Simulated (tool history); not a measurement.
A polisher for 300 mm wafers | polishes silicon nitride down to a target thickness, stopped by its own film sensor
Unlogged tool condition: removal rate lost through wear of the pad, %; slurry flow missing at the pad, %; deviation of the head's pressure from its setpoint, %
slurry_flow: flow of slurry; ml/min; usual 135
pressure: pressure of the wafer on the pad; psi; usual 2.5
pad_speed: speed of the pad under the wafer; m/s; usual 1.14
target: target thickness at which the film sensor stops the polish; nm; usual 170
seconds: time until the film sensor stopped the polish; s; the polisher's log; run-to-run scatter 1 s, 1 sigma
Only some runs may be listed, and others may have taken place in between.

run      day  slurry_flow  pressure  pad_speed  target  wafers since the last listed run  wafers polished on this pad  hours since the slurry nozzle was cleaned  hours since the head pressure was calibrated  incoming thickness of the incoming film, nm  seconds
  1        0          135       2.5       0.92     170                                 0                          708                                      690.7                                         194.5                                        272.2     85.6
       0.979  -- slurry nozzle cleaned
  2    2.254          135       2.5       1.14     170                               639                         1348                                       30.6                                         248.6                                        273.4     75.4
  3    4.683          135       2.5       1.14     170                               701                         2050                                       88.9                                         306.9                                        268.5     71.5
  4    9.054          135       2.5       1.14     170                              1263                         3313                                      193.8                                         411.8                                        271.4     72.8
  5   12.542          135       2.5       1.14     149                              1007                         4321                                      277.5                                         495.5                                        269.9       91
  6   14.912          135       2.5       1.14     170                               685                         5006                                      334.4                                         552.4                                        265.5     71.6
      23.462  -- worn pad replaced by a new one
  7   25.812          145       2.3       1.14     170                              3101                          678                                        596                                           814                                        268.4     81.7
  8   28.483          135       2.5       1.14     170                               771                         1450                                      660.1                                         878.1                                        266.2     74.2
  9   30.329          135       2.5       1.14     170                               533                         1983                                      704.4                                         922.4                                        273.1     81.4
      31.575  -- slurry nozzle cleaned
 10   33.021          135       2.5       1.14     194                               765                         2749                                       34.7                                           987                                        271.8     62.1
 11   35.517          135       2.5       1.14     194                               721                         3470                                       94.6                                        1046.9                                        269.7     59.9
       35.85  -- head pressure recalibrated
 12   37.212          135       2.5       1.14     194                               465                         3936                                      135.3                                          32.7                                        271.3     54.7
 13   40.004          135       2.5       1.14     170                               806                         4743                                      202.3                                          99.7                                        274.9     76.2
 14   42.533          135       2.5       1.14     170                               730                         5474                                        263                                         160.4                                        271.4       73
 15   44.467          135       2.5       1.14     170                               558                         6033                                      309.4                                         206.8                                        266.8       70
 16   47.771          135       2.5       1.14     170                               954                         6987                                      388.7                                         286.1                                          265     68.7
 17   49.492          135       2.5       1.14     170                               497                         7485                                        430                                         327.4                                        271.1     73.9
      49.988  -- worn pad replaced by a new one
 18   53.008          135       1.8        1.5     180                               968                          872                                      514.4                                         411.8                                        266.5     68.7
 19   56.442           95       2.5       1.14     170                               992                         1864                                      596.8                                         494.2                                        269.8     78.3
 20   62.842          110       2.5       1.14     170                              1849                         3713                                      750.4                                         647.8                                        265.5     72.2
      63.417  -- slurry nozzle cleaned
 21   66.742          135       2.5       1.14     150                              1114                         4828                                       79.8                                         741.4                                        266.5     86.7
 22   69.379          135       1.6       0.78     170                               762                         5591                                      143.1                                         804.7                                        270.7      160
 23   73.092          180       2.2       0.84     170                              1072                         6663                                      232.2                                         893.8                                        266.9    101.8
      74.317  -- worn pad replaced by a new one
 24   77.496          135       2.5       1.14     188                              1224                          919                                      337.9                                         999.5                                        271.3     65.2
 25   80.875          135       2.5       1.14     170                               976                         1895                                        419                                        1080.6                                        271.6     80.9
 26   82.375          135       2.5       1.14     170                               433                         2329                                        455                                        1116.6                                        268.1     77.1
      84.725  -- head pressure recalibrated
 27   85.171          135       2.5       1.14     170                               783                         3112                                      522.1                                          10.7                                        268.4     69.7
 28   89.279           90       2.5       0.88     170                              1187                         4300                                      620.7                                         109.3                                        267.8     89.7
 29   92.542          135       2.5       0.74     192                               942                         5242                                        699                                         187.6                                        268.8     76.6
 30   95.225          135       2.5       1.14     170                               775                         6018                                      763.4                                           252                                        268.6     70.3
      97.158  -- worn pad replaced by a new one
 31   98.725          135       2.5       1.14     170                               963                          452                                      847.4                                           336                                        268.6       71
 32  100.225          135       2.5       1.14     142                               433                          886                                      883.4                                           372                                        274.4     93.5
     100.671  -- slurry nozzle cleaned
 33   104.65          135       2.5       1.14     186                              1266                         2152                                       95.5                                         478.2                                        272.2     62.8
 34   108.25          135       2.5       1.14     170                              1040                         3193                                      181.9                                         564.6                                        273.4     76.2
 35  109.871          175       2.5        1.4     170                               468                         3661                                      220.8                                         603.5                                          268     59.2
 36  115.612          110       2.5       1.38     170                              1659                         5320                                      358.6                                         741.3                                        268.4     64.5

Results for each run, recomputed without the tool's hidden state and with each run's random variation untouched:
run  seconds
  1       85
  2     74.7
  3     70.7
  4     71.5
  5     88.9
  6     69.6
  7       77
  8     69.3
  9     75.5
 10       57
 11     54.3
 12     55.2
 13     76.7
 14     73.4
 15     70.3
 16     68.8
 17     73.8
 18     68.2
 19     77.4
 20     70.3
 21     83.5
 22    152.7
 23       96
 24     60.4
 25     73.8
 26     69.9
 27     70.7
 28     90.9
 29     77.5
 30     70.9
 31     71.4
 32     93.8
 33     62.6
 34     75.3
 35     58.3
 36     62.5

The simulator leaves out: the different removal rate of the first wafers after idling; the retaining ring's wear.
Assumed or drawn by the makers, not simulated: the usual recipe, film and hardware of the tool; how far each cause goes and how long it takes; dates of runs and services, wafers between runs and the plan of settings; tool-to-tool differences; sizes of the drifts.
